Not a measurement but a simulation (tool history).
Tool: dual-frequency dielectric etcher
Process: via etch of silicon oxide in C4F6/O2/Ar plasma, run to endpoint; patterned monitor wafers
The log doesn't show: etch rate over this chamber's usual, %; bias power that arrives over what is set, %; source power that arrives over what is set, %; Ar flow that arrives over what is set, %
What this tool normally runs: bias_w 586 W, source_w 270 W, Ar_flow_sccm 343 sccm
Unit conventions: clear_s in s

| run | hour | bias_w | source_w | Ar_flow_sccm | wafers since the last listed run | hours since the last wet clean | hours since the last bias power generator calibration | hours since the last source power generator calibration | hours since the last Ar flow controller change | hours since the last upper electrode change | incoming incoming film thickness, nm | clear_s |
|---|---|---|---|---|---|---|---|---|---|---|---|---|
| 1 | 0 | 586 | 270 | 343 | 0 | 144.3 | 4457.5 | 2547.7 | 4726.3 | 3297.4 | 168.7 | 41.2 |
| 2 | 37.2 | 586 | 270 | 343 | 499 | 181.5 | 4494.7 | 2584.9 | 4763.5 | 3334.6 | 170.1 | 41.3 |
| 3 | 88.1 | 586 | 270 | 343 | 683 | 232.4 | 4545.6 | 2635.8 | 4814.4 | 3385.5 | 168.2 | 40.3 |
| 4 | 150.4 | 586 | 270 | 343 | 836 | 294.7 | 4607.9 | 2698.1 | 4876.7 | 3447.8 | 168.3 | 40.1 |
|  | 221.1 | wet clean of the chamber |
| 5 | 221.6 | 586 | 270 | 343 | 633 | 0.5 | 4679.1 | 2769.3 | 4947.9 | 3519 | 169.6 | 41.7 |
| 6 | 270.5 | 586 | 270 | 343 | 656 | 49.4 | 4728 | 2818.2 | 4996.8 | 3567.9 | 168.7 | 41.1 |
|  | 394 | Ar flow controller replaced |
|  | 409.3 | bias power generator calibrated |
| 7 | 409.8 | 586 | 270 | 343 | 1736 | 188.7 | 0.5 | 2957.5 | 15.8 | 3707.2 | 169.6 | 40.6 |
|  | 449.5 | upper electrode replaced |
| 8 | 467.3 | 710 | 290 | 415 | 449 | 246.2 | 58 | 3015 | 73.3 | 17.8 | 166.9 | 37.1 |
| 9 | 522.3 | 640 | 240 | 298 | 738 | 301.2 | 113 | 3070 | 128.3 | 72.8 | 168.2 | 39.1 |
|  | 548 | source power generator calibrated |
|  | 571.8 | wet clean of the chamber |
| 10 | 572.3 | 725 | 310 | 378 | 297 | 0.5 | 163 | 24.3 | 178.3 | 122.8 | 168 | 36.9 |
| 11 | 606.1 | 443 | 300 | 400 | 453 | 34.3 | 196.8 | 58.1 | 212.1 | 156.6 | 168.8 | 46.8 |
| 12 | 646.4 | 586 | 270 | 343 | 541 | 74.6 | 237.1 | 98.4 | 252.4 | 196.9 | 169.6 | 41.9 |
| 13 | 701.5 | 508 | 270 | 259 | 740 | 129.7 | 292.2 | 153.5 | 307.5 | 252 | 167.2 | 41.5 |
| 14 | 729.7 | 586 | 270 | 343 | 378 | 157.9 | 320.4 | 181.7 | 335.7 | 280.2 | 167.2 | 41 |

The tool's hidden state at each run:
bias power that arrives over what is set, %: 0, the same for each run
source power that arrives over what is set, %: 0, the same for each run
Ar flow that arrives over what is set, %: 0, the same for each run
H1: etch rate over this chamber's usual, %
| run | H1 |
|---|---|
| 1 | 1.57 |
| 2 | 1.97 |
| 3 | 2.53 |
| 4 | 3.21 |
| 5 | 0.383 |
| 6 | 0.919 |
| 7 | 2.45 |
| 8 | 3.08 |
| 9 | 3.68 |
| 10 | -0.659 |
| 11 | -0.288 |
| 12 | 0.153 |
| 13 | 0.757 |
| 14 | 1.07 |
